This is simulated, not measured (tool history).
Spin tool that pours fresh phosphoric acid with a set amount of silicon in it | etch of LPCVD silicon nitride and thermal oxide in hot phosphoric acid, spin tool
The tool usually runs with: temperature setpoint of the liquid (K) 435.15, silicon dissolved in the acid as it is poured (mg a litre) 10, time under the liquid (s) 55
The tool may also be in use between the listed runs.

run,day,temperature setpoint of the liquid (K),silicon dissolved in the acid as it is poured (mg a litre),time under the liquid (s),"read-back film thickness of the LPCVD silicon nitride reference wafer, read on the same gauge (nm)",thickness taken off the LPCVD silicon nitride on a monitor wafer (angstrom)
1,0,435.15,10,55,76.67,53.8
2,4.421,435.15,10,55,76.63,53.4
# day 7.496: dissolved silicon flow meter replaced
3,8.55,435.15,10,55,76.63,54.1
# day 9.892: heated supply line repaired
4,11.838,435.15,10,55,76.62,53.2
# day 12.654: gauge calibrated
5,15.429,435.15,10,55,79.76,55.8
6,17.242,435.15,10,55,79.55,55.5
7,18.933,432.65,6,75,79.42,69.9
8,21.758,437.65,10,20,79.15,22
9,26.088,435.15,10,55,78.84,55.6
10,29.458,435.15,10,55,78.57,55
11,32.146,435.15,17,55,78.33,55.8
# day 35.171: thermometer replaced
12,35.25,435.15,10,55,78.18,55.2
13,38.412,436.65,10,70,77.99,74.2
14,42.2,435.15,10,55,77.79,55
15,44.321,435.15,2.5,40,77.73,40.1
16,48.538,433.65,10,55,77.55,51.1
17,50.742,435.15,8,45,77.5,44.9
18,52.692,435.15,10,55,77.45,54.1
19,55.567,435.15,2.5,55,77.31,54.4
20,57.417,435.15,10,55,77.27,55
21,59.854,433.65,18,40,77.16,37.2

Here are 5 independent what-if runs from the current tool condition. What would each one return?
A,59.871,435.15,7.5,55,?,?
B,59.871,435.15,12.5,45,?,?
C,59.871,435.15,3.5,70,?,?
D,59.871,437.15,10,55,?,?
E,59.871,435.15,12,30,?,?

run,"read-back film thickness of the LPCVD silicon nitride reference wafer, read on the same gauge (nm)",thickness taken off the LPCVD silicon nitride on a monitor wafer (angstrom)
A,77.19,54.5
B,77.19,44.6
C,77.19,69.3
D,77.19,58.2
E,77.19,29.7
Without the tool's unlogged condition, the same runs would have read:
run,thickness taken off the LPCVD silicon nitride on a monitor wafer (angstrom)
A,56.5
B,46.2
C,71.9
D,60.3
E,30.8
